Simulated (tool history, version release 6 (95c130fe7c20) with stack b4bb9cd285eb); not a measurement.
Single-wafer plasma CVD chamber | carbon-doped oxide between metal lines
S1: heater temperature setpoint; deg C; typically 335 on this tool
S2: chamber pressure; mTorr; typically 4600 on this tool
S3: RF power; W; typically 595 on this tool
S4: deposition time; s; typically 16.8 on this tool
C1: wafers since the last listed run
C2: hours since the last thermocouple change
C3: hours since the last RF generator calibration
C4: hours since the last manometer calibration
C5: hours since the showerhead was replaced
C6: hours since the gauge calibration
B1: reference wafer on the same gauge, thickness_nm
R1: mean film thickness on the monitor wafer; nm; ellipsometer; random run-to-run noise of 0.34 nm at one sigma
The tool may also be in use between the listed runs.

run 1 day=0.000 | S1=335 S2=4600 S3=595 S4=16.8 | C1=0 C2=2331.4 C3=955.8 C4=1110.3 C5=5156.6 C6=799.4 | B1=81.307 | R1=95.949
run 2 day=2.550 | S1=335 S2=4600 S3=595 S4=16.8 | C1=1828 C2=2392.6 C3=1017.0 C4=1171.5 C5=5217.8 C6=860.6 | B1=81.300 | R1=95.486
run 3 day=4.058 | S1=335 S2=4600 S3=595 S4=16.8 | C1=1081 C2=2428.8 C3=1053.2 C4=1207.7 C5=5254.0 C6=896.8 | B1=81.375 | R1=95.460
run 4 day=6.438 | S1=335 S2=5480 S3=595 S4=16.8 | C1=1706 C2=2485.9 C3=1110.3 C4=1264.8 C5=5311.1 C6=953.9 | B1=81.310 | R1=96.665
run 5 day=8.733 | S1=335 S2=5480 S3=595 S4=16.8 | C1=1646 C2=2541.0 C3=1165.4 C4=1319.9 C5=5366.2 C6=1009.0 | B1=81.333 | R1=96.228
run 6 day=11.479 | S1=335 S2=5480 S3=595 S4=16.8 | C1=1969 C2=2606.9 C3=1231.3 C4=1385.8 C5=5432.1 C6=1074.9 | B1=81.345 | R1=95.640
run 7 day=13.788 | S1=335 S2=4600 S3=595 S4=16.8 | C1=1655 C2=2662.3 C3=1286.7 C4=1441.2 C5=5487.5 C6=1130.3 | B1=81.344 | R1=95.227
-- day=14.604 thermocouple changed; heater temperature recalibrated
run 8 day=15.333 | S1=335 S2=4600 S3=595 S4=16.8 | C1=869 C2=17.5 C3=1323.8 C4=1478.3 C5=5524.6 C6=1167.4 | B1=81.224 | R1=94.856
run 9 day=18.117 | S1=335 S2=4600 S3=595 S4=16.8 | C1=1996 C2=84.3 C3=1390.6 C4=1545.1 C5=5591.4 C6=1234.2 | B1=81.276 | R1=94.481
-- day=18.688 gauge calibrated
-- day=19.808 showerhead replaced
run 10 day=20.792 | S1=335 S2=4600 S3=595 S4=16.8 | C1=1679 C2=148.5 C3=1454.8 C4=1609.3 C5=23.6 C6=50.5 | B1=81.320 | R1=94.684
run 11 day=22.146 | S1=335 S2=4600 S3=595 S4=16.8 | C1=971 C2=181.0 C3=1487.3 C4=1641.8 C5=56.1 C6=83.0 | B1=81.340 | R1=94.331
run 12 day=24.246 | S1=335 S2=4600 S3=595 S4=13.7 | C1=1506 C2=231.4 C3=1537.7 C4=1692.2 C5=106.5 C6=133.4 | B1=81.323 | R1=77.344
run 13 day=25.821 | S1=345 S2=4600 S3=595 S4=15.7 | C1=1129 C2=269.2 C3=1575.5 C4=1730.0 C5=144.3 C6=171.2 | B1=81.377 | R1=85.121
run 14 day=27.729 | S1=335 S2=4600 S3=595 S4=19.5 | C1=1368 C2=315.0 C3=1621.3 C4=1775.8 C5=190.1 C6=217.0 | B1=81.198 | R1=108.977
run 15 day=30.742 | S1=350 S2=4600 S3=595 S4=18.4 | C1=2160 C2=387.3 C3=1693.6 C4=1848.1 C5=262.4 C6=289.3 | B1=81.244 | R1=98.130
-- day=32.308 capacitance manometer re-zeroed and calibrated
run 16 day=32.329 | S1=343 S2=5400 S3=665 S4=18.7 | C1=899 C2=425.4 C3=1731.7 C4=0.5 C5=300.5 C6=327.4 | B1=81.276 | R1=108.885
run 17 day=33.596 | S1=339 S2=4920 S3=595 S4=16.8 | C1=908 C2=455.8 C3=1762.1 C4=30.9 C5=330.9 C6=357.8 | B1=81.388 | R1=92.897
run 18 day=36.288 | S1=329 S2=4980 S3=510 S4=17.7 | C1=1930 C2=520.4 C3=1826.7 C4=95.5 C5=395.5 C6=422.4 | B1=81.249 | R1=93.740
-- day=37.721 RF generator calibrated
run 19 day=37.742 | S1=335 S2=4600 S3=595 S4=16.8 | C1=803 C2=555.3 C3=0.5 C4=130.4 C5=430.4 C6=457.3 | B1=81.228 | R1=98.146
run 20 day=39.417 | S1=335 S2=5480 S3=595 S4=16.8 | C1=1201 C2=595.5 C3=40.7 C4=170.6 C5=470.6 C6=497.5 | B1=81.219 | R1=99.526
run 21 day=42.288 | S1=335 S2=4600 S3=525 S4=16.8 | C1=2059 C2=664.4 C3=109.6 C4=239.5 C5=539.5 C6=566.4 | B1=81.256 | R1=91.518
run 22 day=45.275 | S1=335 S2=4600 S3=595 S4=16.8 | C1=2142 C2=736.1 C3=181.3 C4=311.2 C5=611.2 C6=638.1 | B1=81.274 | R1=97.866
run 23 day=47.542 | S1=335 S2=4600 S3=595 S4=16.8 | C1=1625 C2=790.5 C3=235.7 C4=365.6 C5=665.6 C6=692.5 | B1=81.313 | R1=97.337

Describe how what the log doesn't record of the tool's condition differs between the last listed run preceding each entry between runs and the first listed run following it.
In the gap between runs 7 and 8: thermocouple changed; heater temperature recalibrated (day 14.604)
  delivered RF power above the setpoint (%): -6.29 -> -6.45
  difference, measured minus the result without the unlogged condition, R1: -3.230 -> -3.307 nm
In the gap between runs 9 and 10: gauge calibrated (day 18.688); showerhead replaced (day 19.808)
  delivered RF power above the setpoint (%): -6.75 -> -7.04
  difference, measured minus the result without the unlogged condition, R1: -3.454 -> -3.618 nm
In the gap between runs 15 and 16: capacitance manometer re-zeroed and calibrated (day 32.308)
  delivered RF power above the setpoint (%): -8.12 -> -8.29
  difference, measured minus the result without the unlogged condition, R1: -4.355 -> -4.932 nm
In the gap between runs 18 and 19: RF generator calibrated (day 37.721)
  delivered RF power above the setpoint (%): -8.71 -> -0.167
  difference, measured minus the result without the unlogged condition, R1: -4.652 -> -0.085 nm
